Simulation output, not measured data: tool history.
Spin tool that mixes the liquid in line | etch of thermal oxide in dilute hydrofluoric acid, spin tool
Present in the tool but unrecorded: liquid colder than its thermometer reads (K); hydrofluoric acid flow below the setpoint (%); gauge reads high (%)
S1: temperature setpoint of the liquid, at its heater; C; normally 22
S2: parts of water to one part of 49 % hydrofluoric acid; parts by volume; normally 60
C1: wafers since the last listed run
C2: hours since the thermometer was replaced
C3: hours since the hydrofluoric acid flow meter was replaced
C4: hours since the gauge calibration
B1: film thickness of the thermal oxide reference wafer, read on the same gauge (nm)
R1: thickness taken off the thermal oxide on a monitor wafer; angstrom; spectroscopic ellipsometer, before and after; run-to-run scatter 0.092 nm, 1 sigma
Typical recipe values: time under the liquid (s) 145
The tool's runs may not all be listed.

Run 1, hour 0: usual settings; C1 0; C2 1644.1; C3 410.6; C4 1191.4; B1 40.01. Result: R1 113.4 angstrom.
Run 2, hour 64.8: usual settings; C1 559; C2 1708.9; C3 475.4; C4 1256.2; B1 39.98. Result: R1 112.2 angstrom.
Run 3, hour 141.5: usual settings; C1 662; C2 1785.6; C3 552.1; C4 1332.9; B1 40.02. Result: R1 111 angstrom.
At hour 163: gauge calibrated.
Run 4, hour 194: usual settings; C1 453; C2 1838.1; C3 604.6; C4 31; B1 39.99. Result: R1 110.3 angstrom.
Run 5, hour 241: usual settings; C1 405; C2 1885.1; C3 651.6; C4 78; B1 40.01. Result: R1 110.9 angstrom.
Run 6, hour 307.2: usual settings but S1 19.5 C; C1 571; C2 1951.3; C3 717.8; C4 144.2; B1 40. Result: R1 97.8 angstrom.
Run 7, hour 365.8: usual settings but S1 19.5 C; C1 506; C2 2009.9; C3 776.4; C4 202.8; B1 39.98. Result: R1 98.2 angstrom.
Run 8, hour 460.8: usual settings but S1 25 C; C1 820; C2 2104.9; C3 871.4; C4 297.8; B1 40. Result: R1 120.9 angstrom.
At hour 541.1: hydrofluoric acid flow meter replaced.
Run 9, hour 543.4: usual settings but S1 25 C; C1 704; C2 2187.5; C3 2.3; C4 380.4; B1 40. Result: R1 132.9 angstrom.
Run 10, hour 606.8: usual settings but S1 25 C; C1 547; C2 2250.9; C3 65.7; C4 443.8; B1 39.99. Result: R1 131 angstrom.
At hour 694.5: thermometer replaced.
Run 11, hour 703.7: usual settings but S2 80 parts by volume, time under the liquid (s) 100; C1 828; C2 9.2; C3 162.6; C4 540.7; B1 39.99. Result: R1 58 angstrom.
Run 12, hour 764.9: usual settings but S2 80 parts by volume, time under the liquid (s) 100; C1 528; C2 70.4; C3 223.8; C4 601.9; B1 40.01. Result: R1 57.5 angstrom.
Run 13, hour 857.7: usual settings but time under the liquid (s) 95; C1 801; C2 163.2; C3 316.6; C4 694.7; B1 39.97. Result: R1 73.8 angstrom.
Run 14, hour 954.7: usual settings; C1 837; C2 260.2; C3 413.6; C4 791.7; B1 40. Result: R1 113 angstrom.
Run 15, hour 991.2: usual settings; C1 315; C2 296.7; C3 450.1; C4 828.2; B1 39.99. Result: R1 113.3 angstrom.
Run 16, hour 1123.9: usual settings; C1 1145; C2 429.4; C3 582.8; C4 960.9; B1 40.01. Result: R1 110.8 angstrom.
Run 17, hour 1177.3: usual settings; C1 461; C2 482.8; C3 636.2; C4 1014.3; B1 40.01. Result: R1 108.5 angstrom.
Run 18, hour 1218.9: usual settings but S1 26 C, S2 70 parts by volume, time under the liquid (s) 65; C1 359; C2 524.4; C3 677.8; C4 1055.9; B1 40. Result: R1 48.7 angstrom.
Run 19, hour 1282.6: usual settings but S1 26.5 C, S2 45 parts by volume, time under the liquid (s) 65; C1 550; C2 588.1; C3 741.5; C4 1119.6; B1 40. Result: R1 80.4 angstrom.
Run 20, hour 1368.4: usual settings but S1 27 C, S2 90 parts by volume; C1 740; C2 673.9; C3 827.3; C4 1205.4; B1 39.98. Result: R1 84.3 angstrom.
At hour 1417.7: gauge calibrated.
At hour 1418.3: hydrofluoric acid flow meter replaced.
Run 21, hour 1420.6: usual settings but S2 45 parts by volume, time under the liquid (s) 80; C1 442; C2 726.1; C3 2.3; C4 2.9; B1 40. Result: R1 87.9 angstrom.
Run 22, hour 1497.8: usual settings but S2 50 parts by volume, time under the liquid (s) 225; C1 666; C2 803.3; C3 79.5; C4 80.1; B1 39.99. Result: R1 221.7 angstrom.
Run 23, hour 1550: usual settings but S1 20.5 C, S2 75 parts by volume; C1 450; C2 855.5; C3 131.7; C4 132.3; B1 40.01. Result: R1 86.3 angstrom.
Run 24, hour 1616: usual settings; C1 569; C2 921.5; C3 197.7; C4 198.3; B1 40. Result: R1 114.9 angstrom.
Run 25, hour 1718.8: usual settings but S1 19 C, S2 80 parts by volume, time under the liquid (s) 90; C1 887; C2 1024.3; C3 300.5; C4 301.1; B1 40.01. Result: R1 45.8 angstrom.
Run 26, hour 1824.2: usual settings; C1 910; C2 1129.7; C3 405.9; C4 406.5; B1 40. Result: R1 112.4 angstrom.
Run 27, hour 1884.5: usual settings but S2 80 parts by volume, time under the liquid (s) 100; C1 520; C2 1190; C3 466.2; C4 466.8; B1 40. Result: R1 56.8 angstrom.
Run 28, hour 1984.3: usual settings but S1 27 C, S2 30 parts by volume, time under the liquid (s) 200; C1 861; C2 1289.8; C3 566; C4 566.6; B1 40. Result: R1 394.3 angstrom.
Run 29, hour 2073.7: usual settings but S1 18.5 C, S2 35 parts by volume, time under the liquid (s) 75; C1 771; C2 1379.2; C3 655.4; C4 656; B1 40. Result: R1 86.4 angstrom.
Run 30, hour 2138.1: usual settings but S2 35 parts by volume, time under the liquid (s) 80; C1 556; C2 1443.6; C3 719.8; C4 720.4; B1 40.01. Result: R1 106.9 angstrom.
Run 31, hour 2184.3: usual settings but S2 45 parts by volume, time under the liquid (s) 75; C1 398; C2 1489.8; C3 766; C4 766.6; B1 39.99. Result: R1 76.5 angstrom.
Run 32, hour 2258.4: usual settings; C1 639; C2 1563.9; C3 840.1; C4 840.7; B1 39.99. Result: R1 107.7 angstrom.
Run 33, hour 2318.8: usual settings but S1 19.5 C, S2 45 parts by volume; C1 521; C2 1624.3; C3 900.5; C4 901.1; B1 40. Result: R1 131.7 angstrom.
At hour 2327.4: hydrofluoric acid flow meter replaced.
Run 34, hour 2402.2: usual settings but S2 85 parts by volume; C1 711; C2 1707.7; C3 74.8; C4 984.5; B1 40.02. Result: R1 79.1 angstrom.

Alternative continuations, all from the tool just after run 34; predict every row:
Run A, hour 2402.7: usual settings; C1 4; C2 1708.2; C3 75.3; C4 985; B1 ?. Result: R1 ?.
Run B, hour 2402.7: usual settings but S1 19 C, S2 70 parts by volume, time under the liquid (s) 170; C1 4; C2 1708.2; C3 75.3; C4 985; B1 ?. Result: R1 ?.
Run C, hour 2402.7: usual settings but S1 27 C; C1 4; C2 1708.2; C3 75.3; C4 985; B1 ?. Result: R1 ?.
Run D, hour 2402.7: usual settings but time under the liquid (s) 115; C1 4; C2 1708.2; C3 75.3; C4 985; B1 ?. Result: R1 ?.

run     B1     R1
  A  39.98  115.4
  B  39.98  101.1
  C  39.98  141.4
  D  39.98   91.5
With the hidden condition removed and each run's random variation left untouched, the same runs would have given:
run     R1
  A  117.6
  B    103
  C  144.1
  D   93.2
